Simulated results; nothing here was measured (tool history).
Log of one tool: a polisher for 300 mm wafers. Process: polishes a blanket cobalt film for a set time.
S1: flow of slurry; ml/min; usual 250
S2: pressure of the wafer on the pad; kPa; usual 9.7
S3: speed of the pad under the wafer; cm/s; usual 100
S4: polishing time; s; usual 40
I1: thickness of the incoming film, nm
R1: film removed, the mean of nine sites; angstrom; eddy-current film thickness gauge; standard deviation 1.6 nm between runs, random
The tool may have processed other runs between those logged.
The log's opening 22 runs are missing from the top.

-- hour=1802.3 worn pad replaced by a new one
run 23 hour=1865.9 | S1=250 S2=9.7 S3=100 S4=40 | I1=803.0 | R1=1229
-- hour=1872.5 slurry nozzle cleaned
run 24 hour=2168.2 | S1=300 S2=9.7 S3=100 S4=40 | I1=814.6 | R1=1208
run 25 hour=2231.9 | S1=250 S2=11.0 S3=100 S4=40 | I1=798.0 | R1=1236
run 26 hour=2287.3 | S1=250 S2=9.7 S3=100 S4=40 | I1=800.9 | R1=1132
-- hour=2309.3 worn pad replaced by a new one
run 27 hour=2346.6 | S1=200 S2=11.0 S3=122 S4=44 | I1=814.4 | R1=1854
run 28 hour=2390.1 | S1=250 S2=9.7 S3=100 S4=40 | I1=806.0 | R1=1224
-- hour=2440.0 slurry nozzle cleaned
run 29 hour=2452.0 | S1=200 S2=11.0 S3=122 S4=44 | I1=819.2 | R1=1796
run 30 hour=2543.9 | S1=325 S2=9.7 S3=100 S4=40 | I1=805.1 | R1=1218
run 31 hour=2643.1 | S1=250 S2=9.7 S3=100 S4=27 | I1=799.0 | R1=795
run 32 hour=2689.1 | S1=250 S2=12.4 S3=134 S4=46 | I1=805.7 | R1=2115
-- hour=2703.8 head pressure recalibrated
run 33 hour=2757.9 | S1=250 S2=9.7 S3=100 S4=40 | I1=807.5 | R1=1160

Branching from run 33: 4 alternative next runs. What would each branch give?
run A hour=2758.3 | S1=305 S2=9.7 S3=100 S4=40 | I1=801.9 | R1=?
run B hour=2758.3 | S1=210 S2=12.4 S3=76 S4=52 | I1=801.9 | R1=?
run C hour=2758.3 | S1=300 S2=6.2 S3=100 S4=35 | I1=801.9 | R1=?
run D hour=2758.3 | S1=250 S2=9.7 S3=130 S4=40 | I1=801.9 | R1=?

run=A R1=1171
run=B R1=1319
run=C R1=784
run=D R1=1493
Without the tool's hidden state the same runs would have given:
run=A R1=1310
run=B R1=1476
run=C R1=877
run=D R1=1670
